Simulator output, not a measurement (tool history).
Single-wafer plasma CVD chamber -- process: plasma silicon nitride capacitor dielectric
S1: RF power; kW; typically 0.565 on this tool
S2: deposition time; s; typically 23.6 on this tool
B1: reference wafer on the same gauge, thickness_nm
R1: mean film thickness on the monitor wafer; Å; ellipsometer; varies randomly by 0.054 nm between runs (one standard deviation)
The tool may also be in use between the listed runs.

run,hour,S1,S2,B1,R1
1,0.0,0.565,23.6,31.629,360.09
2,14.4,0.565,23.6,31.630,359.80
3,31.2,0.565,23.6,31.601,359.89
4,41.6,0.565,25.3,31.594,385.79
5,49.5,0.565,25.3,31.627,385.80
6,60.5,0.565,25.3,31.598,385.76
7,71.8,0.565,23.6,31.569,359.54
8,81.0,0.565,23.6,31.570,360.47
9,97.8,0.565,23.6,31.529,359.14
10,101.9,0.565,23.6,31.502,358.89
11,115.3,0.565,22.6,31.491,344.03
12,123.1,0.565,22.6,31.466,343.95
13,137.1,0.565,22.6,31.459,343.41
14,158.6,0.495,27.2,31.385,398.38
15,159.4,0.625,27.3,31.401,424.92
16,170.6,0.625,21.2,31.357,330.04
17,183.9,0.565,23.6,31.735,362.21
18,199.6,0.510,25.1,31.713,373.28
19,207.9,0.480,27.8,31.711,408.77
20,215.1,0.600,27.3,31.703,425.30
21,222.9,0.470,20.2,31.691,295.05
22,238.8,0.565,23.6,31.685,361.17
23,253.3,0.485,22.4,31.695,330.55
24,263.1,0.565,23.6,31.686,361.05
25,270.3,0.510,26.1,31.665,389.63
26,280.7,0.565,23.6,31.686,361.25

Put back what was entered between runs (3 entries, withheld): which listed runs does each sit between, and how does the hidden state differ from the listed run before to the listed run after?
After run 8, before run 9: RF generator calibrated (hour 97.3)
  gauge reads high (%): -0.467 -> -0.552
  the result without the hidden state subtracted from the measured one, R1: -1.69 -> -1.99 Å
After run 13, before run 14: showerhead replaced (hour 158.1)
  gauge reads high (%): -0.783 -> -0.93
  the result without the hidden state subtracted from the measured one, R1: -2.71 -> -3.74 Å
After run 16, before run 17: gauge calibrated (hour 180.9)
  gauge reads high (%): -1.02 -> 0.0484
  the result without the hidden state subtracted from the measured one, R1: -3.39 -> +0.18 Å

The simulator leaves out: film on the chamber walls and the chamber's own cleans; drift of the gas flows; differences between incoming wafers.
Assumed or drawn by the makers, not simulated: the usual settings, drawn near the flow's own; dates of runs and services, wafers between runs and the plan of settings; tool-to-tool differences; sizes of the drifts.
